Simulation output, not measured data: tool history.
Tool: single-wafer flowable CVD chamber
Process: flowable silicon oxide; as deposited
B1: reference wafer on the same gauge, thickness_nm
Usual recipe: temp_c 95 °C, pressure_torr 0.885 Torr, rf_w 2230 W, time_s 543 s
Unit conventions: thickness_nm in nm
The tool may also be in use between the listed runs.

{"run": 1, "day": 0.0, "temp_c": 95, "pressure_torr": 0.885, "rf_w": 2230, "time_s": 543, "B1": 514.116, "thickness_nm": 449.596}
{"run": 2, "day": 0.596, "temp_c": 95, "pressure_torr": 0.885, "rf_w": 2230, "time_s": 543, "B1": 513.189, "thickness_nm": 447.944}
{"run": 3, "day": 1.383, "temp_c": 95, "pressure_torr": 0.885, "rf_w": 2230, "time_s": 543, "B1": 513.666, "thickness_nm": 447.414}
{"run": 4, "day": 2.133, "temp_c": 95, "pressure_torr": 0.885, "rf_w": 2230, "time_s": 543, "B1": 513.648, "thickness_nm": 448.152}
{"day": 2.504, "done": "RF generator calibrated"}
{"run": 5, "day": 3.254, "temp_c": 95, "pressure_torr": 0.885, "rf_w": 2230, "time_s": 543, "B1": 513.388, "thickness_nm": 440.931}
{"day": 3.517, "done": "gauge calibrated"}
{"run": 6, "day": 4.571, "temp_c": 101, "pressure_torr": 0.745, "rf_w": 2365, "time_s": 486, "B1": 512.985, "thickness_nm": 283.592}
{"run": 7, "day": 5.692, "temp_c": 95, "pressure_torr": 0.885, "rf_w": 2060, "time_s": 441, "B1": 512.593, "thickness_nm": 359.427}
{"run": 8, "day": 6.954, "temp_c": 105, "pressure_torr": 0.885, "rf_w": 2495, "time_s": 571, "B1": 512.721, "thickness_nm": 356.314}
{"run": 9, "day": 8.012, "temp_c": 95, "pressure_torr": 1.086, "rf_w": 2370, "time_s": 543, "B1": 512.827, "thickness_nm": 558.18}
{"run": 10, "day": 8.867, "temp_c": 109, "pressure_torr": 1.081, "rf_w": 2005, "time_s": 616, "B1": 512.674, "thickness_nm": 405.586}
{"run": 11, "day": 10.075, "temp_c": 84, "pressure_torr": 0.808, "rf_w": 2230, "time_s": 437, "B1": 513.175, "thickness_nm": 443.523}
{"day": 10.738, "done": "capacitance manometer re-zeroed and calibrated"}
{"run": 12, "day": 11.362, "temp_c": 95, "pressure_torr": 0.885, "rf_w": 2230, "time_s": 543, "B1": 513.334, "thickness_nm": 450.004}
{"run": 13, "day": 12.304, "temp_c": 95, "pressure_torr": 0.885, "rf_w": 2085, "time_s": 637, "B1": 513.363, "thickness_nm": 522.375}

Run 14 is up next; what results do you expect?
{"run": 14, "day": 12.933, "temp_c": 95, "pressure_torr": 0.885, "rf_w": 2230, "time_s": 543, "B1": "?", "thickness_nm": "?"}

B1: 513.334
thickness_nm: 448.111 nm
Take away the tool's hidden state, keep the run-to-run variation as it was, and the same run would have given thickness_nm 448.111 nm.

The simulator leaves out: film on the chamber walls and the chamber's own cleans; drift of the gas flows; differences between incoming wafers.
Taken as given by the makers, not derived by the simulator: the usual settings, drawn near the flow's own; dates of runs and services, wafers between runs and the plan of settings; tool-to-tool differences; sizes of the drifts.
